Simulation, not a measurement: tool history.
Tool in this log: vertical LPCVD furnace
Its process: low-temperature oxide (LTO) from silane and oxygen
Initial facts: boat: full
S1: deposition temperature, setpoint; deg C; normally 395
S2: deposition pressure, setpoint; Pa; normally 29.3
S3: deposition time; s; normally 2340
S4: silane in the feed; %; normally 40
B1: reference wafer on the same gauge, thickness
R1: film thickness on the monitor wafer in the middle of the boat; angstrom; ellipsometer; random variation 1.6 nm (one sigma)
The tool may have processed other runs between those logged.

| run | day | S1 | S2 | S3 | S4 | B1 | R1 |
|---|---|---|---|---|---|---|---|
| 1 | 0.000 | 395 | 29.3 | 2340 | 44 | 237.34 | 3288.9 |
| 2 | 4.029 | 395 | 29.3 | 2340 | 44 | 237.67 | 3281.2 |
| 3 | 8.079 | 395 | 29.3 | 2340 | 44 | 237.99 | 3305.9 |
| 4 | 10.750 | 395 | 29.3 | 2340 | 40 | 238.22 | 2984.2 |
| 5 | 14.408 | 395 | 29.3 | 2340 | 40 | 238.39 | 2979.3 |
| 6 | 18.788 | 395 | 29.3 | 2340 | 40 | 238.82 | 2958.6 |
| 7 | 21.850 | 395 | 29.3 | 2340 | 40 | 238.76 | 2943.4 |
|  | 23.283 | gauge calibrated |
| 8 | 24.979 | 395 | 29.3 | 2340 | 40 | 229.47 | 2837.3 |
| 9 | 29.404 | 395 | 29.3 | 2340 | 40 | 229.89 | 2854.9 |
| 10 | 32.396 | 386 | 29.3 | 2340 | 40 | 229.89 | 2587.9 |
|  | 36.617 | silane flow controller replaced |
| 11 | 36.638 | 386 | 29.3 | 2340 | 40 | 230.35 | 2568.6 |
| 12 | 39.654 | 395 | 24.7 | 3030 | 40 | 230.56 | 3106.5 |
| 13 | 41.950 | 395 | 29.3 | 2340 | 40 | 230.85 | 2883.1 |
| 14 | 44.179 | 395 | 29.3 | 2340 | 40 | 230.64 | 2869.6 |
|  | 46.429 | thermocouples replaced and temperature profile calibrated |
|  | 47.950 | pressure gauge zeroed |
| 15 | 47.971 | 395 | 24.0 | 2340 | 43 | 231.19 | 2549.1 |

What does the tool deliver on the next run?
| 16 | 50.279 | 399 | 29.3 | 2340 | 35 | ? | ? |

B1: 231.23
R1: 2505.7 angstrom
On a tool with no hidden condition, and with the same random variation, this run would have come out at R1 2480.9 angstrom.
